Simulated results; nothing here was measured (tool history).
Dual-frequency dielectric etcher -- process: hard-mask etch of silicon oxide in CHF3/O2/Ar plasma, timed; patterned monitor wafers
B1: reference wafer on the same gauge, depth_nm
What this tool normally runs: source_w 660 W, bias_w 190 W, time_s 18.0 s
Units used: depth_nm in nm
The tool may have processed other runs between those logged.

run 1 hour=0.0 | source_w=660 bias_w=190 time_s=18.0 | B1=46.34 | depth_nm=39.16
run 2 hour=12.6 | source_w=660 bias_w=190 time_s=18.0 | B1=46.43 | depth_nm=38.93
run 3 hour=26.3 | source_w=660 bias_w=190 time_s=18.0 | B1=46.40 | depth_nm=39.12
run 4 hour=43.4 | source_w=660 bias_w=190 time_s=18.0 | B1=46.39 | depth_nm=38.84
run 5 hour=93.7 | source_w=660 bias_w=190 time_s=18.0 | B1=46.38 | depth_nm=39.10
run 6 hour=127.1 | source_w=660 bias_w=190 time_s=18.0 | B1=46.39 | depth_nm=39.18
run 7 hour=143.9 | source_w=660 bias_w=190 time_s=18.0 | B1=46.35 | depth_nm=38.90
run 8 hour=173.5 | source_w=660 bias_w=190 time_s=18.0 | B1=46.43 | depth_nm=39.09
run 9 hour=200.4 | source_w=660 bias_w=190 time_s=14.5 | B1=46.44 | depth_nm=31.59
run 10 hour=223.4 | source_w=660 bias_w=190 time_s=14.5 | B1=46.40 | depth_nm=31.32
run 11 hour=303.8 | source_w=660 bias_w=190 time_s=18.0 | B1=46.37 | depth_nm=39.07
run 12 hour=328.7 | source_w=660 bias_w=190 time_s=18.0 | B1=46.41 | depth_nm=39.16
run 13 hour=346.0 | source_w=660 bias_w=190 time_s=18.0 | B1=46.42 | depth_nm=39.03
run 14 hour=369.4 | source_w=660 bias_w=226 time_s=18.0 | B1=46.35 | depth_nm=41.73
run 15 hour=401.4 | source_w=530 bias_w=190 time_s=13.5 | B1=46.44 | depth_nm=25.48
run 16 hour=413.7 | source_w=810 bias_w=163 time_s=22.0 | B1=46.38 | depth_nm=50.16
run 17 hour=445.5 | source_w=660 bias_w=190 time_s=22.0 | B1=46.39 | depth_nm=47.61
run 18 hour=483.1 | source_w=700 bias_w=207 time_s=21.5 | B1=46.34 | depth_nm=49.96
run 19 hour=512.1 | source_w=600 bias_w=190 time_s=23.5 | B1=46.40 | depth_nm=48.33
run 20 hour=546.3 | source_w=740 bias_w=145 time_s=13.5 | B1=46.40 | depth_nm=28.07
run 21 hour=581.3 | source_w=660 bias_w=190 time_s=21.5 | B1=46.38 | depth_nm=46.55
run 22 hour=611.1 | source_w=660 bias_w=144 time_s=18.0 | B1=46.45 | depth_nm=34.87
run 23 hour=641.3 | source_w=610 bias_w=235 time_s=13.5 | B1=46.35 | depth_nm=30.49
run 24 hour=667.9 | source_w=660 bias_w=190 time_s=18.0 | B1=46.35 | depth_nm=39.22
run 25 hour=693.7 | source_w=660 bias_w=190 time_s=18.0 | B1=46.39 | depth_nm=38.91
run 26 hour=714.6 | source_w=560 bias_w=230 time_s=22.0 | B1=46.40 | depth_nm=46.67
run 27 hour=750.5 | source_w=720 bias_w=190 time_s=14.5 | B1=46.36 | depth_nm=33.19
run 28 hour=774.7 | source_w=780 bias_w=172 time_s=18.0 | B1=46.38 | depth_nm=41.34

Removed from this log: 5 entries logged between the listed runs. Between which two listed runs does each belong, and how does the tool's hidden state at the listed run before it compare with that at the listed run after it?
Logged between run 10 and run 11: bias power generator calibrated (hour 287.6)
  no difference in the tool's unlogged condition between these two runs
Logged between run 12 and run 13: source power generator calibrated (hour 339.2)
  no difference in the tool's unlogged condition between these two runs
Logged between run 14 and run 15: upper electrode replaced (hour 400.9)
  no difference in the tool's unlogged condition between these two runs
Logged between run 17 and run 18: wet clean of the chamber (hour 482.6)
  no difference in the tool's unlogged condition between these two runs
Logged between run 18 and run 19: gauge calibrated (hour 500.9)
  no difference in the tool's unlogged condition between these two runs
